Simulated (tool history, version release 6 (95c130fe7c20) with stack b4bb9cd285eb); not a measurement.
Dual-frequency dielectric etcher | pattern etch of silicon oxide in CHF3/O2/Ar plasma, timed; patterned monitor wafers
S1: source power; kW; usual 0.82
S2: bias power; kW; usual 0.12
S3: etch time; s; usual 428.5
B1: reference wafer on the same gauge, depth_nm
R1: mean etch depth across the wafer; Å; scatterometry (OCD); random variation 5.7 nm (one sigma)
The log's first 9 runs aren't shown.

run	hour	S1	S2	S3	B1	R1
# hour 678.5: bias power generator calibrated
10	684.1	0.82	0.12	428.5	802.7	8746
11	720.3	0.76	0.143	428.5	799.5	8923
# hour 782.8: wet clean of the chamber
12	783.3	0.91	0.15	528.5	804	11510
13	817.7	0.82	0.12	428.5	798	8557
# hour 876.7: source power generator calibrated
14	920.1	0.82	0.148	543.5	800	11456
15	979	0.94	0.092	534	801.3	10364
16	1177.1	0.88	0.146	356.5	801.8	7842
17	1270.1	0.76	0.146	359	800.2	7482
# hour 1316.7: wet clean of the chamber
18	1323.5	0.82	0.128	534	799.4	10693
19	1380	0.82	0.12	428.5	801.1	8617
20	1457.4	0.82	0.147	379	800.2	7996
21	1547.6	0.76	0.148	469	799.7	9731
22	1602.9	0.68	0.12	428.5	799.9	8086
# hour 1633: upper electrode replaced
23	1727.7	0.98	0.149	486	797.8	11241
24	1775.1	1	0.148	428.5	798.8	10053
25	1860.4	0.82	0.12	428.5	802.7	8908
# hour 1974: wet clean of the chamber
26	1974.5	0.82	0.12	428.5	800.4	8333
27	2051.2	0.66	0.12	428.5	799.3	7852
28	2120.9	0.93	0.12	312.5	798	6397
29	2177.2	0.73	0.14	346	802.2	6845
30	2268.6	0.89	0.108	514	800.1	10308

Forecast each of these 3 alternatives for the next run:
A	2269.1	0.93	0.12	428.5	?	?
B	2269.1	0.82	0.101	504.5	?	?
C	2269.1	0.89	0.12	428.5	?	?

run	B1	R1
A	801.2	8895
B	801.2	9567
C	801.2	8755
Without the tool's hidden state the same runs would have given:
run	R1
A	8735
B	9395
C	8597
